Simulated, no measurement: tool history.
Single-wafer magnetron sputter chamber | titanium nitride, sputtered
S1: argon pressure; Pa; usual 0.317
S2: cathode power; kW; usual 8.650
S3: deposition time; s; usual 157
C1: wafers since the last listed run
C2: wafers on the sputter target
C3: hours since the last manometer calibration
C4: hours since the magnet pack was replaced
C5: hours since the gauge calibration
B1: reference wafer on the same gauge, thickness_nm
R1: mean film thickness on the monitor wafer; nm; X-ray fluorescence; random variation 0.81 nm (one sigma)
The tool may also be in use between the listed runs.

run    hour     S1      S2   S3    C1    C2      C3      C4      C5       B1       R1
  1     0.0  0.317   8.650  134     0   959   750.8  4586.6   943.7  319.019  254.613
  2    76.5  0.317   8.650  134   658  1617   827.3  4663.1  1020.2  319.100  252.806
  3   178.2  0.317   8.650  134   875  2493   929.0  4764.8  1121.9  318.834  253.468
  4   227.2  0.317   8.650  145   421  2914   978.0  4813.8  1170.9  319.182  272.517
  5   331.2  0.317   8.650  157   895  3809  1082.0  4917.8  1274.9  318.786  297.233
  6   390.0  0.317   8.650  157   506  4315  1140.8  4976.6  1333.7  318.846  297.391
  7   435.1  0.317   8.650  157   388  4704  1185.9  5021.7  1378.8  318.951  298.040
      451.8  -- capacitance manometer re-zeroed and calibrated
      471.4  -- gauge calibrated
      506.6  -- sputter target and shields replaced
  8   524.9  0.317   8.650  157   635   157    73.1  5111.5    53.5  319.209  296.111
  9   593.2  0.317   8.650  157   587   744   141.4  5179.8   121.8  318.906  295.472
 10   673.1  0.369   8.650  157   687  1432   221.3  5259.7   201.7  318.851  293.170
 11   720.8  0.317   8.650  157   410  1843   269.0  5307.4   249.4  318.898  295.985
 12   758.1  0.317  10.750  157   321  2164   306.3  5344.7   286.7  318.547  355.196
      827.3  -- magnet pack replaced
 13   851.9  0.317   8.650  157   738  2902   400.1    24.6   380.5  319.048  295.199
 14   934.9  0.237   9.500  175   714  3616   483.1   107.6   463.5  318.757  361.711
 15   974.0  0.317   8.650  129   336  3953   522.2   146.7   502.6  318.528  243.786
 16  1072.4  0.317   8.650  133   846  4800   620.6   245.1   601.0  318.922  251.332
     1118.8  -- sputter target and shields replaced
 17  1149.3  0.317   8.650  157   592   262   697.5   322.0   677.9  318.896  296.661
 18  1342.1  0.317   8.650  157  1659  1921   890.3   514.8   870.7  318.661  297.758
 19  1416.3  0.413   9.800  157   638  2560   964.5   589.0   944.9  318.912  324.555

Hidden state at the last listed run before each entry between runs and at the first one after, where it differs:
Between runs 7 and 8: capacitance manometer re-zeroed and calibrated (hour 451.8); gauge calibrated (hour 471.4); sputter target and shields replaced (hour 506.6)
  true argon pressure above the setpoint (%): -15.3 -> -2.01
  measured less the result without the state, R1: +2.777 -> +0.363 nm
Between runs 12 and 13: magnet pack replaced (hour 827.3)
  true argon pressure above the setpoint (%): -7.88 -> -9.42
  measured less the result without the state, R1: +1.708 -> +1.696 nm
Between runs 16 and 17: sputter target and shields replaced (hour 1118.8)
  true argon pressure above the setpoint (%): -11.9 -> -12.4
  measured less the result without the state, R1: +1.819 -> +2.251 nm

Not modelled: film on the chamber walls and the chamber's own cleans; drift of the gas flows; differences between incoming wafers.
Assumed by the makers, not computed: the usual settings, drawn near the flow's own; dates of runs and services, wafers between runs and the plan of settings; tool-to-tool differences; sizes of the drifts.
